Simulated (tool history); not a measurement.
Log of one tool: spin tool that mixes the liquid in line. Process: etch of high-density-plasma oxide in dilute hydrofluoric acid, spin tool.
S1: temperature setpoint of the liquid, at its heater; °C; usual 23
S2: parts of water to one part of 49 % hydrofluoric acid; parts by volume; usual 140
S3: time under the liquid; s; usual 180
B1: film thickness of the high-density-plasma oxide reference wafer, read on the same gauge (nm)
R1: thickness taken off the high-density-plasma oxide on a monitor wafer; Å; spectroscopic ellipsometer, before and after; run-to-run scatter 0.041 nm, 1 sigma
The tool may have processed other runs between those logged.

run	hour	S1	S2	S3	B1	R1
1	0	23	185	150	49.99	37.9
2	78.8	23	185	150	49.99	37.2
3	185.1	22	140	180	49.99	61.5
4	235.4	23	140	180	50	63.8
# hour 247.6: hydrofluoric acid flow meter replaced
# hour 280.8: thermometer replaced
5	340.8	23	140	180	49.99	59.7
6	404	23	140	180	50	59.6
7	440.5	23	140	180	50.01	60.2
8	545.3	19.5	140	180	49.98	52
9	620.7	23	140	155	50	52.1
10	843.7	23	140	155	50	52.2
11	929.8	23	140	180	49.99	61.1
# hour 939.2: gauge calibrated
12	1239.1	24.5	140	180	50.01	65.5
# hour 1242.2: hydrofluoric acid flow meter replaced
13	1311.7	24.5	140	180	50.01	66.2
14	1394	23	140	180	50.01	61.3
15	1471.4	23	140	180	49.99	62.1
16	1565.5	27	205	115	49.98	29.1
17	1634.6	20.5	140	120	50.01	38
18	1733.3	23	140	180	50.01	63.2
19	1805.3	23	75	250	50	178.5
20	1898.8	26	190	140	49.98	38
21	1960	25	140	270	50	104.6
22	2051.3	23	140	180	49.98	64.7
23	2111.4	21	140	130	50.02	43.3
# hour 2132.4: thermometer replaced
24	2215.5	23	80	85	50	52.3
25	2262.5	23	140	180	50.01	58.7
# hour 2386.5: hydrofluoric acid flow meter replaced
26	2424.7	18.5	140	125	49.99	34.6
27	2531.8	18.5	140	180	50	50.2
28	2627.7	23	140	180	50.02	60.1

Forecast run 29:
29	2693.8	26	210	85	?	?

Run 29 came out at B1 49.99, R1 19.6 Å.
Were there no unlogged condition in the tool, this run, its random variation unchanged, would have produced R1 19.1 Å.
